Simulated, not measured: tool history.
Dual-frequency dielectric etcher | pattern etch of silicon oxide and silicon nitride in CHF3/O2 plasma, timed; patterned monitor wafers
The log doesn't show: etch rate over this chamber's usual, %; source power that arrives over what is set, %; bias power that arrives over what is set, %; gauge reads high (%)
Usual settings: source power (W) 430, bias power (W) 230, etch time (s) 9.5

run,hour,source power (W),bias power (W),etch time (s),wafers since the last listed run,hours since the last wet clean,hours since the last source power generator calibration,hours since the last bias power generator calibration,hours since the last upper electrode change,hours since the gauge calibration,"read-back reference wafer on the same gauge, depth_nm",mean etch depth across the wafer (Å)
1,0,360,230,9.5,0,273.4,37.8,7.8,2022.9,4167.5,12.4,133.5
# hour 77.4: gauge calibrated
2,104.2,500,265,9.5,1671,377.6,142,112,2127.1,26.8,12.82,164.7
3,141,500,265,9.5,590,414.4,178.8,148.8,2163.9,63.6,12.8,165.3
4,226.8,500,265,9.5,1376,500.2,264.6,234.6,2249.7,149.4,12.83,166.7
5,325.1,430,230,9.5,1576,598.5,362.9,332.9,2348,247.7,12.81,147.2
6,416.8,430,230,9.5,1470,690.2,454.6,424.6,2439.7,339.4,12.81,147.1
7,464.4,430,230,8.5,763,737.8,502.2,472.2,2487.3,387,12.82,131.6
8,526.6,430,186,8.5,997,800,564.4,534.4,2549.5,449.2,12.81,121.4
9,609.4,430,230,9.5,1328,882.8,647.2,617.2,2632.3,532,12.81,148.1
# hour 635.5: wet clean of the chamber
# hour 688: upper electrode replaced
10,688.5,430,230,9.5,498,53,726.3,696.3,0.5,611.1,12.8,147
11,829.8,430,230,9.5,2266,194.3,867.6,837.6,141.8,752.4,12.82,148.3
12,905.4,500,176,11.5,1212,269.9,943.2,913.2,217.4,828,12.8,168.8
13,983.8,430,230,9.5,1257,348.3,1021.6,991.6,295.8,906.4,12.79,146.6
14,1040.5,390,274,9.5,909,405,1078.3,1048.3,352.5,963.1,12.79,152.8
15,1090.4,500,264,9.5,800,454.9,1128.2,1098.2,402.4,1013,12.78,164.6
16,1197,430,230,9.5,1709,561.5,1234.8,1204.8,509,1119.6,12.78,146.8
17,1238,430,230,10.5,657,602.5,1275.8,1245.8,550,1160.6,12.78,161
18,1282.4,370,230,9.5,712,646.9,1320.2,1290.2,594.4,1205,12.79,138.5
19,1345.7,430,230,9.5,1015,710.2,1383.5,1353.5,657.7,1268.3,12.79,146.9

Run 20 comes next. What will it give?
20,1398.5,480,204,9.5,846,763,1436.3,1406.3,710.5,1321.1,?,?

Run 20 gave read-back reference wafer on the same gauge, depth_nm 12.79, mean etch depth across the wafer (Å) 145.9.
Without the tool's hidden state the same run would have given mean etch depth across the wafer (Å) 146.3.
